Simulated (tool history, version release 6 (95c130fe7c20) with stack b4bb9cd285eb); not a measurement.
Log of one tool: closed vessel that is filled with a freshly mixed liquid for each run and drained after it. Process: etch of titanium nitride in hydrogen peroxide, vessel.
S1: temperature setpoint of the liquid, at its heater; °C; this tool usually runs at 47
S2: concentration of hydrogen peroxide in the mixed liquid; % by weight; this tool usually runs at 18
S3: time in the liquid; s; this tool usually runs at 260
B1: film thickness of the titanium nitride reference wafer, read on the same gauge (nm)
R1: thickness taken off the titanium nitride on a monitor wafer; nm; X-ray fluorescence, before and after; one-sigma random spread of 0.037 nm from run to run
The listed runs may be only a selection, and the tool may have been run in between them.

run 1 hour=0 | S1=47 S2=18 S3=260 | B1=140.01 | R1=10.98
run 2 hour=103 | S1=47 S2=18 S3=260 | B1=140 | R1=11.01
run 3 hour=179.7 | S1=47 S2=18 S3=260 | B1=139.99 | R1=11.06
run 4 hour=248.2 | S1=47 S2=18 S3=260 | B1=140.01 | R1=11.03
run 5 hour=336.8 | S1=47 S2=16.5 S3=260 | B1=139.98 | R1=10.87
run 6 hour=374.3 | S1=47 S2=16.5 S3=260 | B1=139.98 | R1=10.8
-- hour=455.2 thermometer replaced
run 7 hour=461.8 | S1=47 S2=16.5 S3=260 | B1=140.01 | R1=10.78
run 8 hour=501.6 | S1=47 S2=18 S3=340 | B1=140 | R1=14.5
run 9 hour=573 | S1=47 S2=18 S3=415 | B1=140.01 | R1=17.68
-- hour=619.8 gauge calibrated
run 10 hour=670.5 | S1=44 S2=18 S3=260 | B1=140 | R1=8.87
-- hour=737 new drum of peroxide connected
run 11 hour=738.5 | S1=47 S2=13.5 S3=135 | B1=139.97 | R1=5.47
-- hour=786.9 peroxide flow meter replaced
run 12 hour=799.4 | S1=51.5 S2=16 S3=165 | B1=139.99 | R1=9.47

Forecast run 13:
run 13 hour=883.8 | S1=41.5 S2=23 S3=260 | B1=? | R1=?

B1: 139.98
R1: 7.69 nm
The same run, on a tool lacking any hidden state, would have yielded R1 7.69 nm.
